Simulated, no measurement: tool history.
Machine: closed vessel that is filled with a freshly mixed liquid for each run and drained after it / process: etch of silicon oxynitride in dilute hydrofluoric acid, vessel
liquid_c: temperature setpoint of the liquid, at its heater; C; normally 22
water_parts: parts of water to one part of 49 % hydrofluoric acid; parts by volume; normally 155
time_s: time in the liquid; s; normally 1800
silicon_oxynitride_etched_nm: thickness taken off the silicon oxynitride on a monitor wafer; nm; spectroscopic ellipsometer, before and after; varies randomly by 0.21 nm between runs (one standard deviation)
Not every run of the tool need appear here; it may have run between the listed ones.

run	hour	liquid_c	water_parts	time_s	read-back film thickness of the silicon oxynitride reference wafer, read on the same gauge (nm)	silicon_oxynitride_etched_nm
1	0	22	180	1095	150	11.97
2	35.4	22	180	1095	150	11.83
3	64.6	22	155	1800	150.02	23.09
4	96.2	22	155	1800	149.98	22.94
5	167.5	22	155	1800	150	22.22
6	313.9	22	155	1800	149.97	22.2
7	350.2	22	130	1800	149.97	26.23
8	381.2	22	130	1800	150	26.67
9	420.5	22	130	1800	150.01	26.51
# hour 454.1: thermometer replaced
10	470.6	22	115	1800	150.02	32.12
11	505.3	22	115	1800	150	32
12	555.2	22	95	1575	149.99	34.91
# hour 559.3: hydrofluoric acid flow meter replaced
13	598.4	22	95	1575	150	34.45
14	651.9	22	155	1800	150	22.62
15	705.4	22	155	1800	149.99	23.05
16	775.7	23.5	230	1800	149.98	15.48
17	811.6	17	190	2485	150	19.12
18	867.1	22	205	2730	150.01	24.74
19	901.8	17	190	2485	150	19.12
20	972.2	17	100	1300	150.03	19.76
21	1010.2	26	100	1415	150	33.8
22	1037.1	22	190	1800	150.01	17.06
23	1087.6	20	155	1390	150.01	15.07
# hour 1107.2: thermometer replaced
# hour 1137.7: gauge calibrated
24	1141.9	17	225	2545	149.98	17.3
25	1204.4	22	155	1800	150	23.05

Estimate the outcome of run 26 from the log above:
26	1231.9	22	155	1800	?	?

read-back film thickness of the silicon oxynitride reference wafer, read on the same gauge (nm): 150
silicon_oxynitride_etched_nm: 23.07 nm
Without the tool's hidden state the same run would have given silicon_oxynitride_etched_nm 23.67 nm.

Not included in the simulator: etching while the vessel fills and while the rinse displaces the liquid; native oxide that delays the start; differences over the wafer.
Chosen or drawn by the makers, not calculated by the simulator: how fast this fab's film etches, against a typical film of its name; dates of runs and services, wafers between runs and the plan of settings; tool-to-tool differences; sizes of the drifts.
